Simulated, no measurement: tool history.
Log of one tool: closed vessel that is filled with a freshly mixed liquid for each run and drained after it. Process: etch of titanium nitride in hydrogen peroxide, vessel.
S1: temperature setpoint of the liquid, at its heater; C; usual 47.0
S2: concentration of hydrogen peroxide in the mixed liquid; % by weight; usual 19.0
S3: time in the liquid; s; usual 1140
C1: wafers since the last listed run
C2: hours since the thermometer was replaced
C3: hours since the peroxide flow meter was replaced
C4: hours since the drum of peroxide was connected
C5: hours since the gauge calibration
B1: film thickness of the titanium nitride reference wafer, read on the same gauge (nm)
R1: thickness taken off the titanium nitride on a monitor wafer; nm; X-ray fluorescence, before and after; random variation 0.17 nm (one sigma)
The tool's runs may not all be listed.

Run 1, hour 0.0: usual settings but S3 1680 s; C1 0; C2 2230.2; C3 141.8; C4 570.2; C5 105.5; B1 119.99. Result: R1 43.24 nm.
Run 2, hour 64.7: usual settings; C1 1963; C2 2294.9; C3 206.5; C4 634.9; C5 170.2; B1 119.99. Result: R1 29.34 nm.
Run 3, hour 133.6: usual settings; C1 2091; C2 2363.8; C3 275.4; C4 703.8; C5 239.1; B1 119.98. Result: R1 29.93 nm.
Run 4, hour 173.3: usual settings; C1 1204; C2 2403.5; C3 315.1; C4 743.5; C5 278.8; B1 119.99. Result: R1 29.96 nm.
Run 5, hour 205.4: usual settings but S1 51.0 C; C1 974; C2 2435.6; C3 347.2; C4 775.6; C5 310.9; B1 119.99. Result: R1 40.24 nm.
At hour 254.1: peroxide flow meter replaced.
Run 6, hour 259.4: usual settings but S1 51.0 C; C1 1608; C2 2489.6; C3 5.3; C4 829.6; C5 364.9; B1 119.99. Result: R1 39.15 nm.
Run 7, hour 297.7: usual settings; C1 1162; C2 2527.9; C3 43.6; C4 867.9; C5 403.2; B1 119.98. Result: R1 29.25 nm.
Run 8, hour 344.6: usual settings but S1 38.0 C, S2 16.0 % by weight, S3 1710 s; C1 1423; C2 2574.8; C3 90.5; C4 914.8; C5 450.1; B1 120.01. Result: R1 21.61 nm.
Run 9, hour 388.5: usual settings but S2 16.0 % by weight; C1 1332; C2 2618.7; C3 134.4; C4 958.7; C5 494.0; B1 120.02. Result: R1 28.09 nm.
At hour 494.7: new drum of peroxide connected.
Run 10, hour 592.5: usual settings but S2 20.5 % by weight, S3 1730 s; C1 6160; C2 2822.7; C3 338.4; C4 97.8; C5 698.0; B1 119.97. Result: R1 45.39 nm.
At hour 626.3: thermometer replaced.
At hour 639.3: gauge calibrated.
Run 11, hour 650.1: usual settings; C1 1717; C2 23.8; C3 396.0; C4 155.4; C5 10.8; B1 119.99. Result: R1 29.99 nm.
At hour 663.7: peroxide flow meter replaced.
Run 12, hour 712.5: usual settings; C1 1863; C2 86.2; C3 48.8; C4 217.8; C5 73.2; B1 119.98. Result: R1 29.22 nm.
Run 13, hour 749.4: usual settings but S3 750 s; C1 1119; C2 123.1; C3 85.7; C4 254.7; C5 110.1; B1 120.00. Result: R1 19.20 nm.
Run 14, hour 813.3: usual settings but S2 17.0 % by weight, S3 490 s; C1 1939; C2 187.0; C3 149.6; C4 318.6; C5 174.0; B1 120.00. Result: R1 12.38 nm.

4 ways to go on from here, each from the tool as it stands after run 14. What would each give?
Run A, hour 814.3: usual settings but S3 840 s; C1 30; C2 188.0; C3 150.6; C4 319.6; C5 175.0; B1 ?. Result: R1 ?.
Run B, hour 814.3: usual settings but S1 42.0 C, S3 1735 s; C1 30; C2 188.0; C3 150.6; C4 319.6; C5 175.0; B1 ?. Result: R1 ?.
Run C, hour 814.3: usual settings but S2 17.5 % by weight; C1 30; C2 188.0; C3 150.6; C4 319.6; C5 175.0; B1 ?. Result: R1 ?.
Run D, hour 814.3: usual settings but S1 42.5 C, S2 24.5 % by weight; C1 30; C2 188.0; C3 150.6; C4 319.6; C5 175.0; B1 ?. Result: R1 ?.

run      B1     R1
  A  120.00  21.78
  B  120.00  30.96
  C  120.00  29.05
  D  120.00  22.32
Without the tool's hidden state the same runs would have given:
run     R1
  A  21.57
  B  30.65
  C  28.76
  D  22.10
